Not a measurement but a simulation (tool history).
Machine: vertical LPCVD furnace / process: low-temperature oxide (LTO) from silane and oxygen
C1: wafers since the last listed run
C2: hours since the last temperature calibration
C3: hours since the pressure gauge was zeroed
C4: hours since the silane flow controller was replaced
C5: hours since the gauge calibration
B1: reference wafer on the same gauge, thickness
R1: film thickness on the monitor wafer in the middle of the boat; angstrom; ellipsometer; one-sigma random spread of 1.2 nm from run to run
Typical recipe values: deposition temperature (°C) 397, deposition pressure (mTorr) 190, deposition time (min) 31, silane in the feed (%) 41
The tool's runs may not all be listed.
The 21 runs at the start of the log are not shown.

At hour 543.5: pressure gauge zeroed.
Run 22, hour 547.5: usual settings; C1 107; C2 39.3; C3 4; C4 283.8; C5 66.8; B1 306.12. Result: R1 2651.2 angstrom.
Run 23, hour 577.9: usual settings but deposition temperature (°C) 400, deposition pressure (mTorr) 235, silane in the feed (%) 37; C1 293; C2 69.7; C3 34.4; C4 314.2; C5 97.2; B1 305.89. Result: R1 2986.3 angstrom.
Run 24, hour 599.1: usual settings; C1 204; C2 90.9; C3 55.6; C4 335.4; C5 118.4; B1 305.93. Result: R1 2651.4 angstrom.
Run 25, hour 611.9: usual settings but deposition temperature (°C) 386, deposition pressure (mTorr) 205, deposition time (min) 41.5; C1 123; C2 103.7; C3 68.4; C4 348.2; C5 131.2; B1 306.1. Result: R1 3373.3 angstrom.
Run 26, hour 629.2: usual settings but deposition temperature (°C) 405, deposition pressure (mTorr) 175; C1 167; C2 121; C3 85.7; C4 365.5; C5 148.5; B1 305.6. Result: R1 2677.2 angstrom.
Run 27, hour 648: usual settings but deposition pressure (mTorr) 230; C1 181; C2 139.8; C3 104.5; C4 384.3; C5 167.3; B1 306.49. Result: R1 3177.6 angstrom.
Run 28, hour 665.8: usual settings but deposition time (min) 19.5, silane in the feed (%) 48; C1 171; C2 157.6; C3 122.3; C4 402.1; C5 185.1; B1 306. Result: R1 1974.1 angstrom.
Run 29, hour 700.9: usual settings but deposition pressure (mTorr) 235, silane in the feed (%) 45; C1 338; C2 192.7; C3 157.4; C4 437.2; C5 220.2; B1 305.97. Result: R1 3588.2 angstrom.
Run 30, hour 729.3: usual settings but deposition pressure (mTorr) 170, deposition time (min) 23; C1 274; C2 221.1; C3 185.8; C4 465.6; C5 248.6; B1 306.1. Result: R1 1768.1 angstrom.
Run 31, hour 755.1: usual settings but deposition temperature (°C) 393, deposition pressure (mTorr) 205, deposition time (min) 36, silane in the feed (%) 35; C1 249; C2 246.9; C3 211.6; C4 491.4; C5 274.4; B1 305.85. Result: R1 2603 angstrom.

Consider 3 possible next runs. They are alternatives, not a sequence: every one starts from the tool as it was left by run 31. What does each give?
Run A, hour 759.9: usual settings; C1 46; C2 251.7; C3 216.4; C4 496.2; C5 279.2; B1 ?. Result: R1 ?.
Run B, hour 759.9: usual settings but deposition temperature (°C) 402, deposition pressure (mTorr) 175, deposition time (min) 21, silane in the feed (%) 34; C1 46; C2 251.7; C3 216.4; C4 496.2; C5 279.2; B1 ?. Result: R1 ?.
Run C, hour 759.9: usual settings but deposition time (min) 23, silane in the feed (%) 44; C1 46; C2 251.7; C3 216.4; C4 496.2; C5 279.2; B1 ?. Result: R1 ?.

run      B1      R1
  A  305.84  2651.6
  B  305.84  1380.3
  C  305.84  2129.4
With the hidden condition removed and each run's random variation left untouched, the same runs would have given:
run      R1
  A  2651.6
  B  1380.3
  C  2129.4
